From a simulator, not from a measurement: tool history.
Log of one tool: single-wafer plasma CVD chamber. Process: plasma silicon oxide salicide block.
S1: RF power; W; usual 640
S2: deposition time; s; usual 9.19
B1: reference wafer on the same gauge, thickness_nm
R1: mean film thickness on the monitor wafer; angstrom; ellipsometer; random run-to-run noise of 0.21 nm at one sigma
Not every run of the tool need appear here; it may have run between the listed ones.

run     day   S1     S2      B1       R1
  1   0.000  590   7.82  88.287   745.67
  2   0.483  590   7.82  88.331   741.55
  3   0.838  555   9.19  88.216   850.76
  4   1.142  680   9.19  88.313   920.11
  5   1.842  680   9.19  88.283   918.04
  6   2.250  680   9.19  88.410   917.72
  7   2.700  640   9.19  88.202   898.93
  8   2.954  640   9.19  88.298   898.38
  9   3.342  640   9.88  88.362   964.72
 10   3.992  640   9.19  88.323   896.35
 11   5.892  640   9.19  88.307   897.78
 12   6.388  640   9.19  88.240   901.25
 13   6.954  640   9.19  88.163   893.44
 14   7.562  640   9.19  88.319   896.49
 15   7.875  640  10.14  88.340   986.02
 16   8.725  640  10.14  88.262   983.78
 17   8.992  640   9.90  88.278   963.94
      9.612  -- RF generator calibrated
 18   9.688  680   8.09  88.242   818.03
 19  10.258  640   9.19  88.231   912.41
     10.996  -- showerhead replaced
 20  11.183  640   9.19  88.258   909.98
 21  11.462  640  10.05  88.330   995.34
     11.558  -- gauge calibrated
 22  13.546  575   8.29  88.303   792.13
 23  14.454  590   9.89  88.288   953.07
 24  15.033  720   9.19  88.257   955.64
 25  15.312  705   7.98  88.306   818.08
 26  15.867  545   9.19  88.375   855.99
 27  16.358  510  10.99  88.301  1002.54
 28  16.896  640  10.24  88.352  1013.76
 29  17.617  695  10.81  88.362  1102.57
 30  17.954  680   9.19  88.308   932.03

Run 31 has not been measured yet. What should we expect?
 31  20.100  640  9.19   ?   ?

B1: 88.333
R1: 910.89 angstrom
With no hidden state in the tool, this same run would have given R1 916.27 angstrom.

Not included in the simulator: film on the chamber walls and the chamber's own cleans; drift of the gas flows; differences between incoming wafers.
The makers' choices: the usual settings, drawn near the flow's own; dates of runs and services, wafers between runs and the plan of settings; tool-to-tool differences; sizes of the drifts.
